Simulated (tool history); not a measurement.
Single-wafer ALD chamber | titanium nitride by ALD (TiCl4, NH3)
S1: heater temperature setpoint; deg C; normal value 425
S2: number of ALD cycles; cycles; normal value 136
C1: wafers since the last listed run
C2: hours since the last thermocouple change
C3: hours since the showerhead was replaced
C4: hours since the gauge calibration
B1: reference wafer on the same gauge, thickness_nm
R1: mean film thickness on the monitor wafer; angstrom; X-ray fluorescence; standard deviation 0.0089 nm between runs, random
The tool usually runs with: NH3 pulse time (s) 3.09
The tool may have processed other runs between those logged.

Run 1, hour 0.0: usual settings; C1 0; C2 1686.0; C3 7298.0; C4 371.9; B1 4.050. Result: R1 35.57 angstrom.
Run 2, hour 14.6: usual settings; C1 27; C2 1700.6; C3 7312.6; C4 386.5; B1 4.051. Result: R1 35.64 angstrom.
Run 3, hour 37.1: usual settings; C1 42; C2 1723.1; C3 7335.1; C4 409.0; B1 4.051. Result: R1 35.37 angstrom.
Run 4, hour 54.0: usual settings but S2 145 cycles; C1 32; C2 1740.0; C3 7352.0; C4 425.9; B1 4.050. Result: R1 37.96 angstrom.
Run 5, hour 74.8: usual settings; C1 39; C2 1760.8; C3 7372.8; C4 446.7; B1 4.051. Result: R1 35.54 angstrom.
Run 6, hour 108.7: usual settings but S1 432 deg C; C1 64; C2 1794.7; C3 7406.7; C4 480.6; B1 4.050. Result: R1 35.61 angstrom.
Run 7, hour 130.2: usual settings but S1 432 deg C; C1 41; C2 1816.2; C3 7428.2; C4 502.1; B1 4.050. Result: R1 35.68 angstrom.
Run 8, hour 149.6: usual settings but S1 432 deg C; C1 37; C2 1835.6; C3 7447.6; C4 521.5; B1 4.048. Result: R1 35.58 angstrom.
Run 9, hour 166.8: usual settings but NH3 pulse time (s) 3.58; C1 32; C2 1852.8; C3 7464.8; C4 538.7; B1 4.047. Result: R1 35.63 angstrom.
Run 10, hour 184.3: usual settings; C1 33; C2 1870.3; C3 7482.3; C4 556.2; B1 4.050. Result: R1 35.65 angstrom.
Run 11, hour 245.1: usual settings; C1 116; C2 1931.1; C3 7543.1; C4 617.0; B1 4.047. Result: R1 35.56 angstrom.
Run 12, hour 275.8: usual settings; C1 58; C2 1961.8; C3 7573.8; C4 647.7; B1 4.051. Result: R1 35.72 angstrom.
Run 13, hour 305.9: usual settings but S2 115 cycles; C1 57; C2 1991.9; C3 7603.9; C4 677.8; B1 4.048. Result: R1 30.02 angstrom.
At hour 311.4: gauge calibrated.
At hour 329.3: showerhead replaced.
Run 14, hour 329.8: usual settings but S1 433 deg C; C1 30; C2 2015.8; C3 0.5; C4 18.4; B1 4.047. Result: R1 35.52 angstrom.
Run 15, hour 349.5: usual settings but S1 437 deg C, S2 162 cycles, NH3 pulse time (s) 4.32; C1 37; C2 2035.5; C3 20.2; C4 38.1; B1 4.050. Result: R1 42.49 angstrom.
Run 16, hour 378.2: usual settings; C1 54; C2 2064.2; C3 48.9; C4 66.8; B1 4.049. Result: R1 35.73 angstrom.
Run 17, hour 401.7: usual settings but S2 113 cycles; C1 44; C2 2087.7; C3 72.4; C4 90.3; B1 4.051. Result: R1 29.57 angstrom.
Run 18, hour 425.9: usual settings but S2 125 cycles; C1 46; C2 2111.9; C3 96.6; C4 114.5; B1 4.049. Result: R1 32.79 angstrom.
At hour 460.5: thermocouple changed; heater temperature recalibrated.
Run 19, hour 461.0: usual settings but S2 143 cycles, NH3 pulse time (s) 2.77; C1 51; C2 0.5; C3 131.7; C4 149.6; B1 4.050. Result: R1 37.10 angstrom.
Run 20, hour 466.0: usual settings; C1 9; C2 5.5; C3 136.7; C4 154.6; B1 4.050. Result: R1 35.60 angstrom.
Run 21, hour 485.2: usual settings but S1 436 deg C, S2 143 cycles; C1 36; C2 24.7; C3 155.9; C4 173.8; B1 4.050. Result: R1 37.35 angstrom.
Run 22, hour 504.5: usual settings but S2 149 cycles; C1 36; C2 44.0; C3 175.2; C4 193.1; B1 4.049. Result: R1 39.05 angstrom.
Run 23, hour 535.1: usual settings; C1 58; C2 74.6; C3 205.8; C4 223.7; B1 4.050. Result: R1 35.47 angstrom.
Run 24, hour 569.4: usual settings; C1 65; C2 108.9; C3 240.1; C4 258.0; B1 4.050. Result: R1 35.44 angstrom.
Run 25, hour 584.9: usual settings; C1 29; C2 124.4; C3 255.6; C4 273.5; B1 4.051. Result: R1 35.62 angstrom.
Run 26, hour 620.7: usual settings but S1 433 deg C, S2 110 cycles, NH3 pulse time (s) 3.60; C1 68; C2 160.2; C3 291.4; C4 309.3; B1 4.051. Result: R1 28.95 angstrom.

State the hidden condition of the tool at each of the runs:
wafer temperature above the value expected at the setpoint (K): 0 at every run
gauge reads high (%): 0 at every run
